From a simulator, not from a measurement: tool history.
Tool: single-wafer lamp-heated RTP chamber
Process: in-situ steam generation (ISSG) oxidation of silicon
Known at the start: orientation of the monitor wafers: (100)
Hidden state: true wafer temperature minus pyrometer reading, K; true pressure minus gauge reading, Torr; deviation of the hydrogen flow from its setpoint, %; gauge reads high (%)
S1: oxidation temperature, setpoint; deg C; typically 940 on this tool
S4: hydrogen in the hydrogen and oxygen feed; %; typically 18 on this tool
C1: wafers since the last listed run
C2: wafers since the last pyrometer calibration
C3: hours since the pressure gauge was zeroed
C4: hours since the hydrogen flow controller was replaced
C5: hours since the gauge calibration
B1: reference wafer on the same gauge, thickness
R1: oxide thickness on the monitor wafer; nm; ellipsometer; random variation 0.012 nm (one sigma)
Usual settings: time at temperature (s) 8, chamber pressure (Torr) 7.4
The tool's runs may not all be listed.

{"run": 1, "hour": 0.0, "S1": 940, "time at temperature (s)": 8, "chamber pressure (Torr)": 7.4, "S4": 18, "C1": 0, "C2": 1035, "C3": 3767.8, "C4": 1463.8, "C5": 1025.0, "B1": 2.75, "R1": 3.133}
{"hour": 28.5, "done": "gauge calibrated"}
{"run": 2, "hour": 56.3, "S1": 940, "time at temperature (s)": 8, "chamber pressure (Torr)": 7.4, "S4": 18, "C1": 366, "C2": 1401, "C3": 3824.1, "C4": 1520.1, "C5": 27.8, "B1": 2.823, "R1": 3.21}
{"run": 3, "hour": 154.4, "S1": 940, "time at temperature (s)": 8, "chamber pressure (Torr)": 7.4, "S4": 18, "C1": 638, "C2": 2040, "C3": 3922.2, "C4": 1618.2, "C5": 125.9, "B1": 2.819, "R1": 3.205}
{"run": 4, "hour": 261.0, "S1": 940, "time at temperature (s)": 8, "chamber pressure (Torr)": 6.9, "S4": 18, "C1": 693, "C2": 2733, "C3": 4028.8, "C4": 1724.8, "C5": 232.5, "B1": 2.817, "R1": 3.181}
{"run": 5, "hour": 328.4, "S1": 940, "time at temperature (s)": 8, "chamber pressure (Torr)": 6.9, "S4": 18, "C1": 438, "C2": 3171, "C3": 4096.2, "C4": 1792.2, "C5": 299.9, "B1": 2.814, "R1": 3.205}
{"hour": 342.3, "done": "pyrometer window cleaned and pyrometer calibrated"}
{"run": 6, "hour": 369.4, "S1": 940, "time at temperature (s)": 8, "chamber pressure (Torr)": 6.9, "S4": 18, "C1": 214, "C2": 176, "C3": 4137.2, "C4": 1833.2, "C5": 340.9, "B1": 2.814, "R1": 3.16}
{"run": 7, "hour": 407.3, "S1": 940, "time at temperature (s)": 8, "chamber pressure (Torr)": 7.4, "S4": 18, "C1": 246, "C2": 423, "C3": 4175.1, "C4": 1871.1, "C5": 378.8, "B1": 2.811, "R1": 3.182}
{"run": 8, "hour": 500.6, "S1": 940, "time at temperature (s)": 8, "chamber pressure (Torr)": 7.4, "S4": 18, "C1": 606, "C2": 1030, "C3": 4268.4, "C4": 1964.4, "C5": 472.1, "B1": 2.807, "R1": 3.187}
{"run": 9, "hour": 547.2, "S1": 940, "time at temperature (s)": 8, "chamber pressure (Torr)": 7.4, "S4": 18, "C1": 303, "C2": 1333, "C3": 4315.0, "C4": 2011.0, "C5": 518.7, "B1": 2.806, "R1": 3.2}
{"hour": 764.2, "done": "pyrometer window cleaned and pyrometer calibrated"}
{"run": 10, "hour": 846.7, "S1": 925, "time at temperature (s)": 8, "chamber pressure (Torr)": 8.0, "S4": 18, "C1": 1896, "C2": 536, "C3": 4614.5, "C4": 2310.5, "C5": 818.2, "B1": 2.779, "R1": 3.103}
{"hour": 936.6, "done": "pressure gauge zeroed"}
{"run": 11, "hour": 952.9, "S1": 925, "time at temperature (s)": 8, "chamber pressure (Torr)": 8.0, "S4": 18, "C1": 638, "C2": 1175, "C3": 16.3, "C4": 2416.7, "C5": 924.4, "B1": 2.765, "R1": 3.044}
{"run": 12, "hour": 1015.0, "S1": 927, "time at temperature (s)": 6, "chamber pressure (Torr)": 6.9, "S4": 18, "C1": 403, "C2": 1579, "C3": 78.4, "C4": 2478.8, "C5": 986.5, "B1": 2.758, "R1": 2.773}
{"run": 13, "hour": 1056.6, "S1": 923, "time at temperature (s)": 5, "chamber pressure (Torr)": 7.4, "S4": 18, "C1": 270, "C2": 1850, "C3": 120.0, "C4": 2520.4, "C5": 1028.1, "B1": 2.749, "R1": 2.616}

The next listed run, before its measurement:
{"hour": 1067.1, "done": "gauge calibrated"}
{"run": 14, "hour": 1149.7, "S1": 947, "time at temperature (s)": 8, "chamber pressure (Torr)": 7.4, "S4": 22, "C1": 605, "C2": 2455, "C3": 213.1, "C4": 2613.5, "C5": 82.6, "B1": "?", "R1": "?"}

B1: 2.840
R1: 3.453 nm
Had the tool carried no hidden state, the very same run would have given R1 3.429 nm.
